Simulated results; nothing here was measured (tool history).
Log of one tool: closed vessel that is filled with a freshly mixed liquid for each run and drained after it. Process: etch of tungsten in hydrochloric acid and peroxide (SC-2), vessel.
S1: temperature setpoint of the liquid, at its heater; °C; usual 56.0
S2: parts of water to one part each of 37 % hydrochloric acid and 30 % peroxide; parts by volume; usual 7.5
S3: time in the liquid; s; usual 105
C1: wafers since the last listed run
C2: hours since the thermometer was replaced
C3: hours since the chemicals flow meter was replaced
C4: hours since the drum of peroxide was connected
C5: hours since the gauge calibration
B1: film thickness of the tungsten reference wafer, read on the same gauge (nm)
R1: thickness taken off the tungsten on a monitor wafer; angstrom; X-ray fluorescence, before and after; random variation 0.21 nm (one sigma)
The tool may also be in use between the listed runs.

Run 1, hour 0.0: usual settings; C1 0; C2 787.1; C3 694.5; C4 986.8; C5 474.4; B1 90.01. Result: R1 259.6 angstrom.
Run 2, hour 49.8: usual settings; C1 3213; C2 836.9; C3 744.3; C4 1036.6; C5 524.2; B1 90.01. Result: R1 263.0 angstrom.
Run 3, hour 81.7: usual settings; C1 2058; C2 868.8; C3 776.2; C4 1068.5; C5 556.1; B1 90.01. Result: R1 258.4 angstrom.
Run 4, hour 152.5: usual settings but S1 58.0 °C, S3 75 s; C1 4568; C2 939.6; C3 847.0; C4 1139.3; C5 626.9; B1 90.00. Result: R1 212.2 angstrom.
Run 5, hour 211.0: usual settings but S1 58.0 °C, S3 75 s; C1 3775; C2 998.1; C3 905.5; C4 1197.8; C5 685.4; B1 90.02. Result: R1 211.8 angstrom.
Run 6, hour 244.6: usual settings but S1 58.0 °C, S3 75 s; C1 2168; C2 1031.7; C3 939.1; C4 1231.4; C5 719.0; B1 90.04. Result: R1 211.5 angstrom.
Run 7, hour 289.4: usual settings but S1 51.5 °C; C1 2891; C2 1076.5; C3 983.9; C4 1276.2; C5 763.8; B1 90.02. Result: R1 193.4 angstrom.
Run 8, hour 316.6: usual settings but S3 85 s; C1 1755; C2 1103.7; C3 1011.1; C4 1303.4; C5 791.0; B1 89.99. Result: R1 212.8 angstrom.
At hour 378.9: new drum of peroxide connected.
Run 9, hour 383.8: usual settings but S3 85 s; C1 4272; C2 1170.9; C3 1078.3; C4 4.9; C5 858.2; B1 90.00. Result: R1 214.3 angstrom.
Run 10, hour 421.8: usual settings but S1 61.5 °C, S3 135 s; C1 2452; C2 1208.9; C3 1116.3; C4 42.9; C5 896.2; B1 89.97. Result: R1 481.8 angstrom.
Run 11, hour 481.4: usual settings but S1 61.5 °C, S3 135 s; C1 3846; C2 1268.5; C3 1175.9; C4 102.5; C5 955.8; B1 90.00. Result: R1 478.6 angstrom.
Run 12, hour 540.1: usual settings but S1 61.5 °C, S3 135 s; C1 3788; C2 1327.2; C3 1234.6; C4 161.2; C5 1014.5; B1 89.99. Result: R1 476.4 angstrom.
At hour 566.9: gauge calibrated.
Run 13, hour 606.0: usual settings but S1 62.5 °C, S2 5.5 parts by volume, S3 80 s; C1 4252; C2 1393.1; C3 1300.5; C4 227.1; C5 39.1; B1 89.99. Result: R1 376.9 angstrom.
Run 14, hour 675.6: usual settings; C1 4491; C2 1462.7; C3 1370.1; C4 296.7; C5 108.7; B1 89.98. Result: R1 260.9 angstrom.
Run 15, hour 736.0: usual settings; C1 3897; C2 1523.1; C3 1430.5; C4 357.1; C5 169.1; B1 90.00. Result: R1 261.0 angstrom.
Run 16, hour 775.5: usual settings but S1 64.5 °C; C1 2549; C2 1562.6; C3 1470.0; C4 396.6; C5 208.6; B1 89.99. Result: R1 447.6 angstrom.
At hour 794.0: chemicals flow meter replaced.
Run 17, hour 814.6: usual settings; C1 2458; C2 1601.7; C3 20.6; C4 435.7; C5 247.7; B1 90.04. Result: R1 238.2 angstrom.
Run 18, hour 877.8: usual settings; C1 4078; C2 1664.9; C3 83.8; C4 498.9; C5 310.9; B1 90.02. Result: R1 241.1 angstrom.
At hour 898.0: thermometer replaced.
Run 19, hour 901.9: usual settings but S1 61.0 °C, S2 11.5 parts by volume, S3 80 s; C1 1490; C2 3.9; C3 107.9; C4 523.0; C5 335.0; B1 89.99. Result: R1 189.2 angstrom.
Run 20, hour 957.3: usual settings but S1 65.0 °C, S2 10.0 parts by volume, S3 70 s; C1 3575; C2 59.3; C3 163.3; C4 578.4; C5 390.4; B1 90.04. Result: R1 242.8 angstrom.

The next listed run, before its measurement:
Run 21, hour 998.8: usual settings but S1 51.0 °C, S2 6.0 parts by volume, S3 70 s; C1 2678; C2 100.8; C3 204.8; C4 619.9; C5 431.9; B1 ?. Result: R1 ?.

{"run 21": {"B1": 90.0, "R1": 146.8}}
Without the tool's hidden state the same run would have given R1 147.1 angstrom.

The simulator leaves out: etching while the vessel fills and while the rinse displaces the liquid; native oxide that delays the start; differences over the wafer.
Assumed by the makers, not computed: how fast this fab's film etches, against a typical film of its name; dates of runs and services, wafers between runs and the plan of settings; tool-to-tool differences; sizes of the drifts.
